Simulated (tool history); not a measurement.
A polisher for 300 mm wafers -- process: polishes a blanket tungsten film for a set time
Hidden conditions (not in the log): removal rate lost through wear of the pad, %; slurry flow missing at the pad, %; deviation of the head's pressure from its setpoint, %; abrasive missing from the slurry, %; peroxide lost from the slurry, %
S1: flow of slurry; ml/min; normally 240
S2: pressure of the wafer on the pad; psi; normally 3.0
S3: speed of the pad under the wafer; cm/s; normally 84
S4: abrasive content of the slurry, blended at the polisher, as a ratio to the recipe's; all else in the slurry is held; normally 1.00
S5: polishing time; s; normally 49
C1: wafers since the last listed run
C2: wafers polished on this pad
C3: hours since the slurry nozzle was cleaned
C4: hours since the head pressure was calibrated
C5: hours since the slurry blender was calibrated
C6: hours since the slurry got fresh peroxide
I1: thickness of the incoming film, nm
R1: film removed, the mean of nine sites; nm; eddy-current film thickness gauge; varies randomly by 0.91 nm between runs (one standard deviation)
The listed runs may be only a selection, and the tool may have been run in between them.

| run | hour | S1 | S2 | S3 | S4 | S5 | C1 | C2 | C3 | C4 | C5 | C6 | I1 | R1 |
|---|---|---|---|---|---|---|---|---|---|---|---|---|---|---|
| 1 | 0.0 | 240 | 3.0 | 84 | 1.10 | 49 | 0 | 1781 | 359.3 | 966.9 | 740.7 | 248.5 | 1370.7 | 121.5 |
| 2 | 38.4 | 240 | 3.0 | 84 | 1.10 | 49 | 277 | 2058 | 397.7 | 1005.3 | 779.1 | 286.9 | 1345.6 | 120.1 |
|  | 55.1 | slurry blender recalibrated |
|  | 81.6 | head pressure recalibrated |
| 3 | 126.0 | 170 | 3.0 | 84 | 1.00 | 34 | 603 | 2662 | 485.3 | 44.4 | 70.9 | 374.5 | 1373.6 | 84.4 |
| 4 | 168.3 | 240 | 2.0 | 104 | 1.00 | 49 | 305 | 2968 | 527.6 | 86.7 | 113.2 | 416.8 | 1371.9 | 116.8 |
| 5 | 263.6 | 265 | 3.4 | 84 | 0.85 | 61 | 688 | 3656 | 622.9 | 182.0 | 208.5 | 512.1 | 1371.4 | 172.8 |
|  | 278.7 | slurry nozzle cleaned |
| 6 | 333.9 | 240 | 3.0 | 84 | 1.00 | 62 | 500 | 4157 | 55.2 | 252.3 | 278.8 | 582.4 | 1385.1 | 158.5 |
| 7 | 425.7 | 240 | 3.0 | 84 | 1.00 | 49 | 663 | 4820 | 147.0 | 344.1 | 370.6 | 674.2 | 1372.3 | 124.0 |
|  | 462.0 | worn pad replaced by a new one |
|  | 470.6 | slurry tank refilled with fresh slurry and peroxide |
| 8 | 515.3 | 240 | 3.0 | 84 | 1.00 | 36 | 611 | 377 | 236.6 | 433.7 | 460.2 | 44.7 | 1377.5 | 95.7 |
| 9 | 579.4 | 240 | 3.5 | 84 | 1.00 | 57 | 463 | 840 | 300.7 | 497.8 | 524.3 | 108.8 | 1381.0 | 169.2 |
| 10 | 670.1 | 240 | 3.0 | 84 | 1.00 | 56 | 655 | 1496 | 391.4 | 588.5 | 615.0 | 199.5 | 1392.8 | 142.5 |
|  | 723.0 | slurry blender recalibrated |
| 11 | 733.5 | 240 | 3.0 | 84 | 1.25 | 49 | 443 | 1939 | 454.8 | 651.9 | 10.5 | 262.9 | 1361.4 | 135.5 |
| 12 | 800.8 | 240 | 3.0 | 84 | 1.00 | 49 | 486 | 2425 | 522.1 | 719.2 | 77.8 | 330.2 | 1382.0 | 128.7 |
| 13 | 906.9 | 240 | 3.4 | 84 | 1.00 | 49 | 766 | 3192 | 628.2 | 825.3 | 183.9 | 436.3 | 1364.6 | 141.4 |
|  | 966.4 | slurry nozzle cleaned |
| 14 | 978.4 | 240 | 3.0 | 92 | 0.80 | 35 | 509 | 3701 | 12.0 | 896.8 | 255.4 | 507.8 | 1359.9 | 94.1 |
| 15 | 1032.0 | 240 | 3.5 | 84 | 1.00 | 49 | 387 | 4088 | 65.6 | 950.4 | 309.0 | 561.4 | 1368.6 | 141.2 |
| 16 | 1111.0 | 260 | 2.7 | 54 | 1.00 | 49 | 570 | 4659 | 144.6 | 1029.4 | 388.0 | 640.4 | 1361.3 | 72.9 |
|  | 1153.2 | head pressure recalibrated |
|  | 1179.0 | worn pad replaced by a new one |
| 17 | 1195.4 | 240 | 3.0 | 84 | 1.00 | 49 | 566 | 118 | 229.0 | 42.2 | 472.4 | 724.8 | 1380.2 | 118.8 |
|  | 1197.2 | slurry tank refilled with fresh slurry and peroxide |
| 18 | 1238.0 | 210 | 3.0 | 84 | 1.00 | 49 | 300 | 418 | 271.6 | 84.8 | 515.0 | 40.8 | 1380.5 | 125.2 |
| 19 | 1320.2 | 240 | 3.0 | 84 | 1.00 | 49 | 593 | 1012 | 353.8 | 167.0 | 597.2 | 123.0 | 1367.8 | 125.0 |
| 20 | 1375.6 | 240 | 3.0 | 84 | 1.00 | 49 | 400 | 1412 | 409.2 | 222.4 | 652.6 | 178.4 | 1367.8 | 122.5 |
| 21 | 1423.1 | 240 | 3.0 | 84 | 1.00 | 49 | 343 | 1755 | 456.7 | 269.9 | 700.1 | 225.9 | 1397.9 | 122.5 |
|  | 1477.0 | slurry blender recalibrated |
| 22 | 1501.8 | 200 | 2.1 | 108 | 0.85 | 49 | 554 | 2310 | 535.4 | 348.6 | 24.8 | 304.6 | 1368.2 | 120.8 |
|  | 1598.7 | slurry nozzle cleaned |
| 23 | 1603.5 | 240 | 2.6 | 104 | 1.20 | 36 | 727 | 3037 | 4.8 | 450.3 | 126.5 | 406.3 | 1360.8 | 108.9 |
| 24 | 1688.3 | 240 | 3.0 | 94 | 1.00 | 49 | 612 | 3649 | 89.6 | 535.1 | 211.3 | 491.1 | 1371.9 | 143.8 |
|  | 1850.6 | worn pad replaced by a new one |
|  | 1868.6 | slurry tank refilled with fresh slurry and peroxide |
| 25 | 1905.6 | 240 | 3.0 | 84 | 1.00 | 49 | 1533 | 389 | 306.9 | 752.4 | 428.6 | 37.0 | 1389.4 | 131.4 |

Below are 5 alternative next runs, each starting from the tool's condition after run 25. Predict each:
| A | 1906.0 | 240 | 3.0 | 84 | 1.00 | 49 | 2 | 392 | 307.3 | 752.8 | 429.0 | 37.4 | 1384.2 | ? |
| B | 1906.0 | 240 | 2.7 | 84 | 1.10 | 49 | 2 | 392 | 307.3 | 752.8 | 429.0 | 37.4 | 1384.2 | ? |
| C | 1906.0 | 240 | 3.0 | 70 | 1.00 | 43 | 2 | 392 | 307.3 | 752.8 | 429.0 | 37.4 | 1384.2 | ? |
| D | 1906.0 | 240 | 2.1 | 102 | 1.30 | 37 | 2 | 392 | 307.3 | 752.8 | 429.0 | 37.4 | 1384.2 | ? |
| E | 1906.0 | 285 | 3.0 | 84 | 1.00 | 49 | 2 | 392 | 307.3 | 752.8 | 429.0 | 37.4 | 1384.2 | ? |

| run | R1 |
|---|---|
| A | 129.1 |
| B | 120.8 |
| C | 94.4 |
| D | 94.2 |
| E | 131.6 |
Stripped of hidden state, with their random variation kept, the same runs would have yielded:
| run | R1 |
|---|---|
| A | 133.2 |
| B | 124.7 |
| C | 97.4 |
| D | 97.3 |
| E | 135.8 |
